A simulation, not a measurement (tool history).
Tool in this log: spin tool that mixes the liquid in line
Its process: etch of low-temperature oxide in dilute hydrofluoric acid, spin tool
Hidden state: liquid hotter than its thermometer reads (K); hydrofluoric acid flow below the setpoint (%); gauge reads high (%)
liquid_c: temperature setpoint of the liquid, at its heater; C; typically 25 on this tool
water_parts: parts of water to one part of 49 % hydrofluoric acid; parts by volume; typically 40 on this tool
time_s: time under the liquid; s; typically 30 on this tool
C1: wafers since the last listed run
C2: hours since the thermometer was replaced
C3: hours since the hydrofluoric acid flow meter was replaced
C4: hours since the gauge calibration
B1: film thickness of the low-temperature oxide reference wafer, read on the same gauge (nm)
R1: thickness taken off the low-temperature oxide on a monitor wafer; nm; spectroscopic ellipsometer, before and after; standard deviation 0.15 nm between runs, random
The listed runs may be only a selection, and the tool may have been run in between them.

{"run": 1, "day": 0.0, "liquid_c": 25, "water_parts": 40, "time_s": 30, "C1": 0, "C2": 506.9, "C3": 107.2, "C4": 634.5, "B1": 60.03, "R1": 27.34}
{"run": 2, "day": 2.758, "liquid_c": 25, "water_parts": 40, "time_s": 30, "C1": 1260, "C2": 573.1, "C3": 173.4, "C4": 700.7, "B1": 60.01, "R1": 27.25}
{"run": 3, "day": 4.717, "liquid_c": 25, "water_parts": 40, "time_s": 30, "C1": 894, "C2": 620.1, "C3": 220.4, "C4": 747.7, "B1": 60.01, "R1": 27.06}
{"run": 4, "day": 7.258, "liquid_c": 25, "water_parts": 50, "time_s": 30, "C1": 1161, "C2": 681.1, "C3": 281.4, "C4": 808.7, "B1": 60, "R1": 21.49}
{"run": 5, "day": 8.329, "liquid_c": 25, "water_parts": 50, "time_s": 30, "C1": 489, "C2": 706.8, "C3": 307.1, "C4": 834.4, "B1": 59.99, "R1": 21.43}
{"run": 6, "day": 9.383, "liquid_c": 25, "water_parts": 40, "time_s": 30, "C1": 481, "C2": 732.1, "C3": 332.4, "C4": 859.7, "B1": 60, "R1": 27.04}
{"run": 7, "day": 11.342, "liquid_c": 25, "water_parts": 40, "time_s": 30, "C1": 894, "C2": 779.1, "C3": 379.4, "C4": 906.7, "B1": 59.95, "R1": 26.81}
{"run": 8, "day": 12.817, "liquid_c": 23.5, "water_parts": 55, "time_s": 30, "C1": 673, "C2": 814.5, "C3": 414.8, "C4": 942.1, "B1": 59.98, "R1": 17.89}
{"run": 9, "day": 15.171, "liquid_c": 25, "water_parts": 40, "time_s": 45, "C1": 1075, "C2": 871, "C3": 471.3, "C4": 998.6, "B1": 60.03, "R1": 40.17}
{"day": 16.65, "done": "hydrofluoric acid flow meter replaced"}
{"run": 10, "day": 17.692, "liquid_c": 25, "water_parts": 40, "time_s": 45, "C1": 1132, "C2": 931.5, "C3": 25, "C4": 1059.1, "B1": 60, "R1": 41.19}
{"run": 11, "day": 20.321, "liquid_c": 25, "water_parts": 40, "time_s": 45, "C1": 1201, "C2": 994.6, "C3": 88.1, "C4": 1122.2, "B1": 60.01, "R1": 41.09}
{"run": 12, "day": 22.85, "liquid_c": 25, "water_parts": 40, "time_s": 30, "C1": 1155, "C2": 1055.3, "C3": 148.8, "C4": 1182.9, "B1": 59.99, "R1": 27.23}
{"run": 13, "day": 24.154, "liquid_c": 25, "water_parts": 40, "time_s": 30, "C1": 595, "C2": 1086.6, "C3": 180.1, "C4": 1214.2, "B1": 60, "R1": 27.08}
{"day": 25.383, "done": "gauge calibrated"}
{"run": 14, "day": 26.708, "liquid_c": 25, "water_parts": 25, "time_s": 50, "C1": 1166, "C2": 1147.9, "C3": 241.4, "C4": 31.8, "B1": 60.02, "R1": 73.96}
{"run": 15, "day": 28.808, "liquid_c": 25, "water_parts": 40, "time_s": 30, "C1": 959, "C2": 1198.3, "C3": 291.8, "C4": 82.2, "B1": 60, "R1": 26.85}
{"run": 16, "day": 30.912, "liquid_c": 22.5, "water_parts": 55, "time_s": 15, "C1": 961, "C2": 1248.8, "C3": 342.3, "C4": 132.7, "B1": 59.97, "R1": 8.7}
{"run": 17, "day": 33.708, "liquid_c": 22, "water_parts": 40, "time_s": 30, "C1": 1277, "C2": 1315.9, "C3": 409.4, "C4": 199.8, "B1": 60.01, "R1": 23.44}
{"day": 33.958, "done": "thermometer replaced"}
{"run": 18, "day": 34.842, "liquid_c": 27, "water_parts": 40, "time_s": 30, "C1": 498, "C2": 21.2, "C3": 436.6, "C4": 227, "B1": 60, "R1": 28.95}
{"run": 19, "day": 36.954, "liquid_c": 21, "water_parts": 40, "time_s": 20, "C1": 965, "C2": 71.9, "C3": 487.3, "C4": 277.7, "B1": 60.01, "R1": 14.96}
{"run": 20, "day": 38.9, "liquid_c": 25, "water_parts": 25, "time_s": 30, "C1": 888, "C2": 118.6, "C3": 534, "C4": 324.4, "B1": 60.01, "R1": 43.29}
{"day": 38.975, "done": "hydrofluoric acid flow meter replaced"}
{"run": 21, "day": 40.892, "liquid_c": 25, "water_parts": 55, "time_s": 30, "C1": 890, "C2": 166.4, "C3": 46, "C4": 372.2, "B1": 59.99, "R1": 19.24}
{"run": 22, "day": 42.421, "liquid_c": 25, "water_parts": 30, "time_s": 40, "C1": 698, "C2": 203.1, "C3": 82.7, "C4": 408.9, "B1": 60.04, "R1": 49.58}
{"run": 23, "day": 43.775, "liquid_c": 25, "water_parts": 40, "time_s": 40, "C1": 618, "C2": 235.6, "C3": 115.2, "C4": 441.4, "B1": 60.01, "R1": 36.1}
{"run": 24, "day": 46.217, "liquid_c": 28.5, "water_parts": 50, "time_s": 20, "C1": 1115, "C2": 294.2, "C3": 173.8, "C4": 500, "B1": 60.03, "R1": 16.37}
{"run": 25, "day": 48.183, "liquid_c": 22, "water_parts": 40, "time_s": 30, "C1": 898, "C2": 341.4, "C3": 221, "C4": 547.2, "B1": 60, "R1": 23.61}
{"run": 26, "day": 50.196, "liquid_c": 22.5, "water_parts": 40, "time_s": 30, "C1": 919, "C2": 389.7, "C3": 269.3, "C4": 595.5, "B1": 60.03, "R1": 24.19}

Consider 3 possible next runs. They are alternatives, not a sequence: every one starts from the tool as it was left by run 26. What does each give?
{"run": "A", "day": 50.212, "liquid_c": 25, "water_parts": 40, "time_s": 30, "C1": 7, "C2": 390.1, "C3": 269.7, "C4": 595.9, "B1": "?", "R1": "?"}
{"run": "B", "day": 50.212, "liquid_c": 28, "water_parts": 40, "time_s": 30, "C1": 7, "C2": 390.1, "C3": 269.7, "C4": 595.9, "B1": "?", "R1": "?"}
{"run": "C", "day": 50.212, "liquid_c": 23.5, "water_parts": 25, "time_s": 30, "C1": 7, "C2": 390.1, "C3": 269.7, "C4": 595.9, "B1": "?", "R1": "?"}

run=A B1=60.02 R1=27.09
run=B B1=60.02 R1=30.6
run=C B1=60.02 R1=41.57
Without the tool's hidden state the same runs would have given:
run=A R1=27.84
run=B R1=31.46
run=C R1=42.7
